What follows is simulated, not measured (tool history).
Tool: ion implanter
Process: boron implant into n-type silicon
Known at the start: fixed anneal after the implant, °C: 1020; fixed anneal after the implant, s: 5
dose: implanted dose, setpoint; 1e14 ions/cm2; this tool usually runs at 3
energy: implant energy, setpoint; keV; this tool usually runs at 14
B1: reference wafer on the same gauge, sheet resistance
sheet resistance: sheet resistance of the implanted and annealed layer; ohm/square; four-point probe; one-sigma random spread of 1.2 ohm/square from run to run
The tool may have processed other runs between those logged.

{"run": 1, "hour": 0.0, "dose": 3, "energy": 14, "B1": 352.77, "sheet resistance": 330.02}
{"run": 2, "hour": 31.9, "dose": 3, "energy": 14, "B1": 352.13, "sheet resistance": 329.04}
{"run": 3, "hour": 51.7, "dose": 2.77, "energy": 11, "B1": 351.89, "sheet resistance": 361.43}
{"run": 4, "hour": 76.6, "dose": 2.77, "energy": 11, "B1": 352.14, "sheet resistance": 363.83}
{"run": 5, "hour": 110.5, "dose": 2.69, "energy": 10.5, "B1": 352.16, "sheet resistance": 374.38}
{"run": 6, "hour": 124.7, "dose": 2.69, "energy": 10.5, "B1": 352.46, "sheet resistance": 374.53}
{"run": 7, "hour": 142.2, "dose": 2.69, "energy": 10.5, "B1": 352.25, "sheet resistance": 374.22}
{"run": 8, "hour": 168.8, "dose": 3, "energy": 14, "B1": 352.48, "sheet resistance": 332.19}
{"run": 9, "hour": 188.2, "dose": 3, "energy": 14, "B1": 351.64, "sheet resistance": 331.03}
{"run": 10, "hour": 211.7, "dose": 3, "energy": 14, "B1": 351.57, "sheet resistance": 329.42}
{"run": 11, "hour": 245.4, "dose": 3, "energy": 14, "B1": 352.21, "sheet resistance": 332.24}
{"run": 12, "hour": 280.8, "dose": 3, "energy": 14, "B1": 352.39, "sheet resistance": 332.88}
{"run": 13, "hour": 313.7, "dose": 3, "energy": 14, "B1": 351.62, "sheet resistance": 332.26}
{"run": 14, "hour": 338.6, "dose": 3.26, "energy": 14, "B1": 351.69, "sheet resistance": 307.55}
{"run": 15, "hour": 359.2, "dose": 3.26, "energy": 14, "B1": 351.75, "sheet resistance": 307.71}
{"run": 16, "hour": 389.4, "dose": 3.26, "energy": 14, "B1": 351.81, "sheet resistance": 310.6}
{"run": 17, "hour": 417.2, "dose": 3, "energy": 14, "B1": 351.85, "sheet resistance": 331.84}
{"run": 18, "hour": 437.4, "dose": 3.72, "energy": 11, "B1": 351.91, "sheet resistance": 287.49}
{"hour": 458.1, "done": "Faraday cup replaced and dose calibrated"}
{"run": 19, "hour": 463.6, "dose": 3, "energy": 14, "B1": 352.06, "sheet resistance": 339.99}
{"run": 20, "hour": 494.3, "dose": 3, "energy": 14, "B1": 352, "sheet resistance": 343.21}
{"run": 21, "hour": 506.7, "dose": 2.69, "energy": 10.5, "B1": 352.51, "sheet resistance": 388.63}
{"run": 22, "hour": 532.8, "dose": 2.69, "energy": 10.5, "B1": 351.95, "sheet resistance": 389.55}
{"hour": 545.5, "done": "gauge calibrated"}
{"hour": 566.4, "done": "extraction supply calibrated"}
{"run": 23, "hour": 566.9, "dose": 3.51, "energy": 16.5, "B1": 352.09, "sheet resistance": 295.68}
{"run": 24, "hour": 595.1, "dose": 3, "energy": 14, "B1": 351.22, "sheet resistance": 343.34}
{"run": 25, "hour": 616.4, "dose": 2.54, "energy": 18, "B1": 352.07, "sheet resistance": 381.39}
{"hour": 648.5, "done": "Faraday cup replaced and dose calibrated, repeated, since the last time left the tool worse"}
{"run": 26, "hour": 651.3, "dose": 2.61, "energy": 19, "B1": 352.34, "sheet resistance": 352.61}
{"run": 27, "hour": 674.7, "dose": 3.46, "energy": 12, "B1": 352.1, "sheet resistance": 294.29}
{"run": 28, "hour": 693.9, "dose": 2.69, "energy": 10.5, "B1": 352.25, "sheet resistance": 369.43}
{"run": 29, "hour": 729.8, "dose": 3.38, "energy": 18, "B1": 352.34, "sheet resistance": 287.63}
{"run": 30, "hour": 764.5, "dose": 3, "energy": 14, "B1": 351.65, "sheet resistance": 325.16}
{"run": 31, "hour": 799.6, "dose": 3, "energy": 15.5, "B1": 352.35, "sheet resistance": 324.01}
{"run": 32, "hour": 819.0, "dose": 2.65, "energy": 18.5, "B1": 351.7, "sheet resistance": 346.93}
{"run": 33, "hour": 850.0, "dose": 3.51, "energy": 10.5, "B1": 352.36, "sheet resistance": 295.36}
{"run": 34, "hour": 897.8, "dose": 2.4, "energy": 15.5, "B1": 351.87, "sheet resistance": 387.16}
{"run": 35, "hour": 928.4, "dose": 3.85, "energy": 17.5, "B1": 352.32, "sheet resistance": 263.23}
{"run": 36, "hour": 948.7, "dose": 3, "energy": 14, "B1": 352.51, "sheet resistance": 328.2}

What was the tool's hidden state at every run in the log?
deviation of the true energy from its setpoint, %: 0 on each run
gauge reads high (%): 0 on each run
H1: deviation of the true dose from the Faraday cup's reading, %
run=1 H1=-1.71
run=2 H1=-1.8
run=3 H1=-1.86
run=4 H1=-1.93
run=5 H1=-2.03
run=6 H1=-2.08
run=7 H1=-2.13
run=8 H1=-2.21
run=9 H1=-2.26
run=10 H1=-2.33
run=11 H1=-2.43
run=12 H1=-2.54
run=13 H1=-2.63
run=14 H1=-2.71
run=15 H1=-2.77
run=16 H1=-2.86
run=17 H1=-2.94
run=18 H1=-3
run=19 H1=-5.97
run=20 H1=-6.06
run=21 H1=-6.09
run=22 H1=-6.17
run=23 H1=-6.27
run=24 H1=-6.36
run=25 H1=-6.42
run=26 H1=-0.107
run=27 H1=-0.176
run=28 H1=-0.233
run=29 H1=-0.338
run=30 H1=-0.441
run=31 H1=-0.544
run=32 H1=-0.601
run=33 H1=-0.692
run=34 H1=-0.833
run=35 H1=-0.923
run=36 H1=-0.983
